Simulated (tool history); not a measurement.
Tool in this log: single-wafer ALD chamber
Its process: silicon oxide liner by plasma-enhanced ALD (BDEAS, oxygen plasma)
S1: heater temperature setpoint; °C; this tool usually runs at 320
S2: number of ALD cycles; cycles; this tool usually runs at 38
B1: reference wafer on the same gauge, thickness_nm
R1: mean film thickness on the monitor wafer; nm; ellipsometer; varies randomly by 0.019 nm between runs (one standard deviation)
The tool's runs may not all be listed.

run,day,S1,S2,B1,R1
1,0,320,36,2.669,3.086
2,1.746,309,36,2.666,3.134
# day 1.85: gauge calibrated
3,3.842,309,36,2.668,3.133
4,5.412,320,38,2.674,3.246
5,13.162,320,38,2.663,3.268
6,16.092,320,34,2.672,2.919
7,18.117,320,34,2.672,2.874
8,20.325,320,34,2.68,2.916
9,23.212,323,38,2.67,3.237
10,25.138,312,38,2.675,3.309
11,27.812,312,38,2.663,3.295
12,29.908,312,38,2.667,3.307
13,32.512,309,36,2.671,3.125
14,34.35,309,36,2.665,3.126
15,36.492,307,36,2.671,3.15
16,38.05,320,34,2.675,2.892
17,39.321,329,38,2.676,3.2
# day 39.375: gauge calibrated
# day 39.838: thermocouple changed; heater temperature recalibrated
18,40.333,334,31,2.672,2.595
19,42.058,320,36,2.674,3.079
20,44.171,313,41,2.664,3.536
21,46.325,312,44,2.673,3.819
22,49.008,311,40,2.669,3.477
23,51.792,330,43,2.667,3.614
24,53.608,334,42,2.67,3.516
25,54.896,326,32,2.666,2.698

4 ways to go on from here, each from the tool as it stands after run 25. What would each give?
A,54.917,316,38,?,?
B,54.917,328,40,?,?
C,54.917,320,35,?,?
D,54.917,315,44,?,?

run,B1,R1
A,2.671,3.291
B,2.671,3.397
C,2.671,3.011
D,2.671,3.817
Without the tool's unlogged condition, the same runs would have read:
run,R1
A,3.291
B,3.397
C,3.011
D,3.817
